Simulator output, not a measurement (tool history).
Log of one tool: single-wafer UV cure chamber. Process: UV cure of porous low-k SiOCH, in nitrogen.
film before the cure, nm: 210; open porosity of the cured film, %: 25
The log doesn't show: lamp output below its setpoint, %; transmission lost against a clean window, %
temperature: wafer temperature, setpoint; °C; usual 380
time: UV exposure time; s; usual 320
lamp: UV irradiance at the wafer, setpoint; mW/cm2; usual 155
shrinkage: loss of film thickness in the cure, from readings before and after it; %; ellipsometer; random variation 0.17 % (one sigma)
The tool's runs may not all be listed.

run    hour  temperature  time  lamp  wafers since the last listed run  hours since the UV bulbs were replaced  wafers since the quartz window was cleaned  shrinkage
  1     0.0          380   450   155                                 0                                  1717.5                                         920     17.328
  2    13.0          380   450   155                                72                                  1730.5                                         993     17.338
  3    44.3          380   450   155                               175                                  1761.8                                        1168     17.401
  4    64.6          380   320   165                               113                                  1782.1                                        1282     15.726
  5    86.8          380   320   165                               124                                  1804.3                                        1406     15.400
  6   109.5          380   320   165                               127                                  1827.0                                        1534     15.752
  7   122.0          380   320   155                                70                                  1839.5                                        1604     15.325
  8   135.5          380   320   155                                75                                  1853.0                                        1679     15.493
  9   163.1          380   320   155                               154                                  1880.6                                        1834     15.183
 10   179.9          380   265   155                                94                                  1897.4                                        1928     14.360
 11   196.0          380   265   155                                90                                  1913.5                                        2019     14.210
 12   215.7          380   320   155                               110                                  1933.2                                        2129     15.139
 13   246.2          380   320   155                               170                                  1963.7                                        2300     15.091
 14   269.3          380   320   155                               129                                  1986.8                                        2429     14.875
 15   284.1          374   395   155                                82                                  2001.6                                        2512     15.994
 16   311.8          374   395   155                               155                                  2029.3                                        2668     15.665
 17   342.6          374   395   155                               172                                  2060.1                                        2840     15.829
 18   364.8          380   320   155                               124                                  2082.3                                        2965     14.710
 19   393.1          380   320   155                               158                                  2110.6                                        3123     14.794
      418.0  -- UV bulbs replaced
 20   423.4          380   320   155                               125                                     5.4                                        3248     17.048
 21   438.2          373   320   155                                82                                    20.2                                        3331     16.912
 22   464.2          380   320   155                               145                                    46.2                                        3477     17.092
 23   490.0          380   200   173                               144                                    72.0                                        3622     14.959
 24   524.3          372   175   126                               192                                   106.3                                        3814     12.782
      604.6  -- quartz window cleaned
 25   605.1          361   255   136                               408                                   187.1                                           2     15.092
 26   624.4          380   320   155                               108                                   206.4                                         110     16.811
 27   657.3          380   320   155                               184                                   239.3                                         295     16.957
 28   687.3          392   380   155                               168                                   269.3                                         463     18.238
 29   768.1          380   270   171                               452                                   350.1                                         916     16.448
 30   790.4          368   320   155                               125                                   372.4                                        1041     16.489
 31   809.4          364   395   142                               106                                   391.4                                        1147     17.631
 32   831.2          380   435   121                               122                                   413.2                                        1270     17.402
 33   865.8          380   320   189                               193                                   447.8                                        1464     17.904
 34   885.6          364   320   193                               110                                   467.6                                        1575     17.746
 35   916.5          397   320   155                               173                                   498.5                                        1748     17.264
 36   928.7          380   320   155                                68                                   510.7                                        1816     16.921
 37   964.7          396   320   188                               201                                   546.7                                        2018     17.994
 38   983.3          387   180   189                               104                                   565.3                                        2122     15.285
 39  1006.0          380   180   192                               127                                   588.0                                        2250     14.899
 40  1022.7          380   320   136                                93                                   604.7                                        2343     16.352
 41  1067.0          399   320   155                               248                                   649.0                                        2592     17.489
 42  1085.0          395   500   173                               100                                   667.0                                        2692     19.907
 43  1105.2          374   320   195                               113                                   687.2                                        2806     17.591
 44  1128.7          380   320   155                               131                                   710.7                                        2937     16.936

4 ways to go on from here, each from the tool as it stands after run 44. What would each give?
  A  1129.2          380   320   173                                 2                                   711.2                                        2940          ?
  B  1129.2          367   320   155                                 2                                   711.2                                        2940          ?
  C  1129.2          380   135   155                                 2                                   711.2                                        2940          ?
  D  1129.2          371   375   190                                 2                                   711.2                                        2940          ?

run  shrinkage
  A     17.464
  B     16.609
  C     12.510
  D     18.587
Without the tool's hidden state the same runs would have given:
run  shrinkage
  A     17.786
  B     16.930
  C     12.813
  D     18.909
